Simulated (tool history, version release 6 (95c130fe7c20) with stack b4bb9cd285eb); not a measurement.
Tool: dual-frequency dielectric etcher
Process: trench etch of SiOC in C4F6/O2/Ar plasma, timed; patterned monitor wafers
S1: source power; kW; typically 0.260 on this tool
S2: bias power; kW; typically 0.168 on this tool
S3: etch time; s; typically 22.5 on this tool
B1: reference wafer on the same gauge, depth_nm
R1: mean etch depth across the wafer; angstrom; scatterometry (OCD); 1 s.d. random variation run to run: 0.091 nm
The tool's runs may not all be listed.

Run 1, hour 0.0: usual settings but S1 0.250 kW, S3 18.5 s; B1 37.67. Result: R1 333.7 angstrom.
At hour 18.0: bias power generator calibrated.
Run 2, hour 18.6: usual settings but S1 0.250 kW, S3 18.5 s; B1 37.71. Result: R1 333.0 angstrom.
Run 3, hour 30.6: usual settings; B1 37.69. Result: R1 412.7 angstrom.
Run 4, hour 48.6: usual settings; B1 37.68. Result: R1 414.4 angstrom.
Run 5, hour 69.8: usual settings but S3 17.0 s; B1 37.67. Result: R1 312.2 angstrom.
Run 6, hour 88.7: usual settings but S3 17.0 s; B1 37.69. Result: R1 311.6 angstrom.
Run 7, hour 111.0: usual settings; B1 37.70. Result: R1 412.7 angstrom.
Run 8, hour 130.5: usual settings; B1 37.69. Result: R1 413.3 angstrom.
Run 9, hour 148.7: usual settings; B1 37.68. Result: R1 413.2 angstrom.
At hour 154.8: gauge calibrated.
Run 10, hour 170.2: usual settings but S1 0.310 kW, S3 20.5 s; B1 37.70. Result: R1 415.6 angstrom.
At hour 200.6: wet clean of the chamber.
At hour 204.5: upper electrode replaced.
Run 11, hour 205.0: usual settings but S2 0.200 kW, S3 16.5 s; B1 37.69. Result: R1 329.2 angstrom.
Run 12, hour 224.6: usual settings; B1 37.69. Result: R1 421.2 angstrom.
At hour 239.7: source power generator calibrated.
Run 13, hour 244.2: usual settings but S2 0.203 kW; B1 37.71. Result: R1 449.7 angstrom.
Run 14, hour 257.9: usual settings but S2 0.203 kW; B1 37.72. Result: R1 448.9 angstrom.
Run 15, hour 293.0: usual settings but S1 0.200 kW, S2 0.134 kW; B1 37.72. Result: R1 323.9 angstrom.
Run 16, hour 318.3: usual settings; B1 37.72. Result: R1 419.8 angstrom.
Run 17, hour 333.4: usual settings but S3 25.0 s; B1 37.71. Result: R1 464.2 angstrom.
Run 18, hour 355.7: usual settings; B1 37.68. Result: R1 419.8 angstrom.
Run 19, hour 375.8: usual settings but S1 0.230 kW, S2 0.131 kW, S3 18.5 s; B1 37.70. Result: R1 291.3 angstrom.
Run 20, hour 395.4: usual settings but S1 0.220 kW, S2 0.186 kW, S3 29.0 s; B1 37.72. Result: R1 502.2 angstrom.
Run 21, hour 421.3: usual settings but S1 0.220 kW; B1 37.70. Result: R1 375.2 angstrom.
Run 22, hour 440.9: usual settings but S1 0.280 kW, S2 0.147 kW, S3 19.5 s; B1 37.71. Result: R1 362.8 angstrom.
Run 23, hour 462.9: usual settings; B1 37.69. Result: R1 417.3 angstrom.
Run 24, hour 497.6: usual settings but S2 0.201 kW, S3 28.5 s; B1 37.73. Result: R1 561.6 angstrom.
Run 25, hour 522.3: usual settings but S1 0.220 kW, S2 0.203 kW; B1 37.69. Result: R1 399.0 angstrom.
Run 26, hour 535.3: usual settings but S1 0.280 kW; B1 37.69. Result: R1 435.5 angstrom.
Run 27, hour 556.7: usual settings; B1 37.71. Result: R1 414.2 angstrom.
Run 28, hour 573.4: usual settings; B1 37.68. Result: R1 413.8 angstrom.
Run 29, hour 606.7: usual settings; B1 37.69. Result: R1 412.8 angstrom.

Each row is a separate what-if for the run after 29, all from the same tool condition, not one after another. Results?
Run A, hour 607.1: usual settings but S1 0.240 kW; B1 ?. Result: R1 ?.
Run B, hour 607.1: usual settings but S1 0.240 kW, S2 0.148 kW, S3 18.0 s; B1 ?. Result: R1 ?.
Run C, hour 607.1: usual settings but S3 17.5 s; B1 ?. Result: R1 ?.
Run D, hour 607.1: usual settings but S1 0.230 kW, S2 0.198 kW, S3 27.5 s; B1 ?. Result: R1 ?.
Run E, hour 607.1: usual settings but S3 16.0 s; B1 ?. Result: R1 ?.

run     B1     R1
  A  37.71  392.9
  B  37.71  300.6
  C  37.71  321.5
  D  37.71  495.5
  E  37.71  294.0
What these runs would have given with no unlogged condition in the tool:
run     R1
  A  398.2
  B  304.6
  C  325.9
  D  502.1
  E  297.9
